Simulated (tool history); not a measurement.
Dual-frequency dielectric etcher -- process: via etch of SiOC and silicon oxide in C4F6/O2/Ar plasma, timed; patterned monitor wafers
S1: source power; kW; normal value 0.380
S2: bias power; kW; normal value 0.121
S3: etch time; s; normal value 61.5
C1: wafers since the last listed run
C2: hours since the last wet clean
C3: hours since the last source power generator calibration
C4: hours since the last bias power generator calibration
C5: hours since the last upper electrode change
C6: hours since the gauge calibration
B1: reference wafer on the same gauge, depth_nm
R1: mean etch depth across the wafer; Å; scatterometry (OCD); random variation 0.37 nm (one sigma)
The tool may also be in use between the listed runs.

run	day	S1	S2	S3	C1	C2	C3	C4	C5	C6	B1	R1
1	0.000	0.350	0.143	61.5	0	113.6	2656.8	1672.9	2409.7	285.6	60.2	644
2	2.904	0.350	0.143	61.5	681	183.3	2726.5	1742.6	2479.4	355.3	60.3	651
3	6.200	0.350	0.143	61.5	773	262.4	2805.6	1821.7	2558.5	434.4	60.2	651
4	8.750	0.380	0.111	61.5	598	323.6	2866.8	1882.9	2619.7	495.6	60.3	604
5	11.946	0.380	0.121	61.5	750	400.3	2943.5	1959.6	2696.4	572.3	60.0	632
# day 14.217: bias power generator calibrated
# day 15.004: upper electrode replaced
6	16.112	0.380	0.121	61.5	754	500.3	3043.5	45.5	26.6	672.3	60.0	639
# day 17.296: wet clean of the chamber
7	18.354	0.420	0.107	61.5	291	25.4	3097.3	99.3	80.4	726.1	60.2	612
8	21.800	0.350	0.135	61.5	809	108.1	3180.0	182.0	163.1	808.8	60.1	630
9	24.483	0.320	0.105	46.0	630	172.5	3244.4	246.4	227.5	873.2	60.1	416
10	26.183	0.380	0.121	69.0	399	213.3	3285.2	287.2	268.3	914.0	60.2	700
# day 28.596: source power generator calibrated
# day 29.250: gauge calibrated
11	29.588	0.380	0.121	77.0	760	295.0	23.8	368.9	350.0	8.1	60.2	792
12	32.517	0.380	0.121	61.5	687	365.3	94.1	439.2	420.3	78.4	60.2	629
13	35.692	0.380	0.121	61.5	745	441.5	170.3	515.4	496.5	154.6	60.4	643
14	38.067	0.450	0.150	46.5	557	498.5	227.3	572.4	553.5	211.6	60.5	556
# day 40.604: wet clean of the chamber
15	41.575	0.340	0.093	56.0	589	23.3	311.5	656.6	637.7	295.8	60.1	486
16	44.933	0.300	0.121	61.5	788	103.9	392.1	737.2	718.3	376.4	60.0	565

A few steps of R1 between consecutive runs. Split each: what settings, incoming material and random variation would produce without the hidden state, and what is left over for the hidden state, along with gauge scatter present in only one of the two compared results (measured, and without hidden state):
Unlogged tool condition in this case: etch rate over this chamber's usual, %; source power that arrives over what is set, %; bias power that arrives over what is set, %; gauge reads high (%).
Run 9 -> 10: S1 0.320 -> 0.380, S2 0.105 -> 0.121, S3 46.0 -> 69.0. R1 +284 Å: hidden state +7, all else +277.
Run 14 -> 15: S1 0.450 -> 0.340, S2 0.150 -> 0.093, S3 46.5 -> 56.0, wet clean of the chamber. R1 -70 Å: hidden state -23, all else -47.
